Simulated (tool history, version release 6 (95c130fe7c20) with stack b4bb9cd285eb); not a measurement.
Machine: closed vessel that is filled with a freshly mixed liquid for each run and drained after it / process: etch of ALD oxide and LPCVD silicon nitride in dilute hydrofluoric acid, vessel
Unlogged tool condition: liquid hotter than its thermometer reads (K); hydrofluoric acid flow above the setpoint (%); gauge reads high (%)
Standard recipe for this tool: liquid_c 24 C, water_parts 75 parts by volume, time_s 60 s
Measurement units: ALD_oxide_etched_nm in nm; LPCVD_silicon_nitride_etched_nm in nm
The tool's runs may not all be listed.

run    hour  liquid_c  water_parts  time_s  wafers since the last listed run  hours since the thermometer was replaced  hours since the hydrofluoric acid flow meter was replaced  hours since the gauge calibration  read-back film thickness of the ALD oxide reference wafer, read on the same gauge (nm)  read-back film thickness of the LPCVD silicon nitride reference wafer, read on the same gauge (nm)  ALD_oxide_etched_nm  LPCVD_silicon_nitride_etched_nm
  1       0      22.5           75      60                                 0                                    2115.6                                                      988.8                             1114.8                                                                                   40.01                                                                                              99.977                16.52                            0.287
  2    54.9        24           75      60                              6664                                    2170.5                                                     1043.7                             1169.7                                                                                   40.01                                                                                             100.001                17.25                            0.332
  3    97.6        24           85      60                              5183                                    2213.2                                                     1086.4                             1212.4                                                                                   39.99                                                                                             100.005                15.14                            0.282
  4   141.2        24           85      60                              5292                                    2256.8                                                       1130                               1256                                                                                   40.02                                                                                              99.994                15.28                            0.283
  5   200.5        24          100      75                              7198                                    2316.1                                                     1189.3                             1315.3                                                                                   39.96                                                                                             100.016                15.82                            0.341
  6   227.8        24          100      75                              3314                                    2343.4                                                     1216.6                             1342.6                                                                                   40.02                                                                                             100.011                16.07                            0.326
  7   289.7        24          100      75                              7514                                    2405.3                                                     1278.5                             1404.5                                                                                   40.01                                                                                              99.965                15.91                            0.305
  8   349.5        27           75      45                              7259                                    2465.1                                                     1338.3                             1464.3                                                                                   39.98                                                                                             100.001                 14.7                            0.338
  9   409.8        27           75      45                              7320                                    2525.4                                                     1398.6                             1524.6                                                                                   40.01                                                                                             100.004                14.94                            0.282
 10   473.9        27           75      45                              7781                                    2589.5                                                     1462.7                             1588.7                                                                                   40.03                                                                                             100.007                14.78                            0.325
 11   525.4        24           95      60                              6251                                      2641                                                     1514.2                             1640.2                                                                                   40.03                                                                                             100.008                 13.5                            0.252
      693.9  -- thermometer replaced
 12   717.9        24           75      85                             23247                                        24                                                     1706.7                             1832.7                                                                                   39.99                                                                                             100.017                 25.8                            0.533
 13   784.1      26.5          100      80                              8036                                      90.2                                                     1772.9                             1898.9                                                                                      40                                                                                              99.994                19.58                            0.408
      789.4  -- hydrofluoric acid flow meter replaced
 14     834        24           95      85                              5936                                     140.1                                                       44.6                             1948.8                                                                                   39.98                                                                                              99.992                 19.9                            0.326
      843.6  -- gauge calibrated
 15   876.9        24           75      60                              5207                                       183                                                       87.5                               33.3                                                                                   39.99                                                                                             100.035                18.31                            0.357
 16   922.5      22.5           45      70                              5535                                     228.6                                                      133.1                               78.9                                                                                      40                                                                                              99.993                35.01                            0.637
 17   975.3      19.5          105      50                              6409                                     281.4                                                      185.9                              131.7                                                                                   39.99                                                                                              99.992                 8.83                            0.151
     1007.9  -- thermometer replaced, repeated, since the last time left the tool worse
 18  1033.7        27           75      45                              6968                                      25.8                                                      244.3                              190.1                                                                                   40.02                                                                                             100.023                14.26                            0.297
 19  1064.5        28           35      75                              3739                                      56.6                                                      275.1                              220.9                                                                                   39.99                                                                                              99.987                56.51                            1.221
 20  1116.5        24           75      60                              6312                                     108.6                                                      327.1                              272.9                                                                                   39.96                                                                                             100.014                16.73                            0.277
 21  1300.5        24           75      60                             22337                                     292.6                                                      511.1                              456.9                                                                                   40.01                                                                                             100.009                16.85                            0.285
 22  1335.7        24           45      60                              4273                                     327.8                                                      546.3                              492.1                                                                                   40.02                                                                                               99.99                 29.1                            0.518
 23  1368.2      26.5           75      80                              3945                                     360.3                                                      578.8                              524.6                                                                                   39.97                                                                                              99.999                24.84                            0.499
 24  1412.5      25.5           95      80                              5377                                     404.6                                                      623.1                              568.9                                                                                      40                                                                                              99.978                18.32                            0.356
 25  1437.8      25.5          100      60                              3071                                     429.9                                                      648.4                              594.2                                                                                   40.03                                                                                               99.99                13.04                            0.281
 26  1476.4        24           65      60                              4685                                     468.5                                                        687                              632.8                                                                                   39.97                                                                                              99.993                19.55                            0.378
 27    1568        24           40      80                             11120                                     560.1                                                      778.6                              724.4                                                                                   40.04                                                                                             100.026                44.77                            0.725

3 options for the next run, each taken on its own from the tool as it stands now. Forecast them:
  A  1568.7        24           35      60                                84                                     560.8                                                      779.3                              725.1                                                                                       ?                                                                                                   ?                    ?                                ?
  B  1568.7      27.5           75      30                                84                                     560.8                                                      779.3                              725.1                                                                                       ?                                                                                                   ?                    ?                                ?
  C  1568.7      20.5          110      40                                84                                     560.8                                                      779.3                              725.1                                                                                       ?                                                                                                   ?                    ?                                ?

run  read-back film thickness of the ALD oxide reference wafer, read on the same gauge (nm)  read-back film thickness of the LPCVD silicon nitride reference wafer, read on the same gauge (nm)  ALD_oxide_etched_nm  LPCVD_silicon_nitride_etched_nm
  A                                                                                   40.01                                                                                              99.972                38.21                            0.788
  B                                                                                   40.01                                                                                              99.972                 9.71                            0.235
  C                                                                                   40.01                                                                                              99.972                  6.4                            0.135
With no hidden state in the tool, these same runs would have given:
run  ALD_oxide_etched_nm  LPCVD_silicon_nitride_etched_nm
  A                 37.6                            0.768
  B                 9.57                            0.229
  C                  6.3                            0.132
